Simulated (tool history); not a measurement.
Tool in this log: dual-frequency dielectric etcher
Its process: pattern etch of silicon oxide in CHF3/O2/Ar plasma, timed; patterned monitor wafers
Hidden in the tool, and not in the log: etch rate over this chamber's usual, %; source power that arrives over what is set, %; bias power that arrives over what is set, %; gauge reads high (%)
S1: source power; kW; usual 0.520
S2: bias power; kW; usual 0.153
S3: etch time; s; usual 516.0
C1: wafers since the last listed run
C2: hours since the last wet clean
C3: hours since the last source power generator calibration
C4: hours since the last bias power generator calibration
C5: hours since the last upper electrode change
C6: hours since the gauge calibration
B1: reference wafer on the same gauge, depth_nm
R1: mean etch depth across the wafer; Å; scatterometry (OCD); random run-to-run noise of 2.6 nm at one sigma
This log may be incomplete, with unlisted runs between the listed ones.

run,hour,S1,S2,S3,C1,C2,C3,C4,C5,C6,B1,R1
1,0.0,0.520,0.153,516.0,0,359.4,2803.2,908.2,2523.6,10.4,1000.6,9234
# hour 28.0: wet clean of the chamber
2,48.3,0.520,0.153,516.0,107,20.3,2851.5,956.5,2571.9,58.7,999.4,9201
3,112.9,0.520,0.153,516.0,286,84.9,2916.1,1021.1,2636.5,123.3,998.8,9195
4,190.8,0.560,0.153,516.0,345,162.8,2994.0,1099.0,2714.4,201.2,997.6,9409
5,298.6,0.520,0.141,516.0,478,270.6,3101.8,1206.8,2822.2,309.0,994.3,8883
# hour 360.1: source power generator calibrated
6,361.5,0.520,0.153,601.0,261,333.5,1.4,1269.7,2885.1,371.9,992.5,10701
7,405.4,0.520,0.153,601.0,194,377.4,45.3,1313.6,2929.0,415.8,989.5,10630
# hour 474.3: wet clean of the chamber
# hour 506.6: upper electrode replaced
8,558.5,0.520,0.176,516.0,466,84.2,198.4,1466.7,51.9,568.9,981.2,9484
# hour 620.5: gauge calibrated
9,640.4,0.520,0.143,372.5,363,166.1,280.3,1548.6,133.8,19.9,999.9,6520
# hour 646.2: bias power generator calibrated
10,686.9,0.600,0.141,580.5,188,212.6,326.8,40.7,180.3,66.4,999.2,10560
11,748.2,0.520,0.153,584.0,271,273.9,388.1,102.0,241.6,127.7,999.8,10445
12,834.1,0.520,0.163,516.0,381,359.8,474.0,187.9,327.5,213.6,996.8,9405
# hour 859.6: wet clean of the chamber
13,892.9,0.520,0.132,564.5,154,33.3,532.8,246.7,386.3,272.4,995.6,9608
14,937.6,0.620,0.131,396.5,198,78.0,577.5,291.4,431.0,317.1,994.2,7068
15,975.4,0.520,0.153,584.0,167,115.8,615.3,329.2,468.8,354.9,992.5,10401

3 options for the next run, each taken on its own from the tool as it stands now. Forecast them:
A,976.0,0.520,0.153,415.0,2,116.4,615.9,329.8,469.4,355.5,?,?
B,976.0,0.590,0.168,516.0,2,116.4,615.9,329.8,469.4,355.5,?,?
C,976.0,0.520,0.153,587.0,2,116.4,615.9,329.8,469.4,355.5,?,?

run,B1,R1
A,992.9,7368
B,992.9,9825
C,992.9,10422
With no hidden state in the tool, these same runs would have given:
run,R1
A,7411
B,9882
C,10482
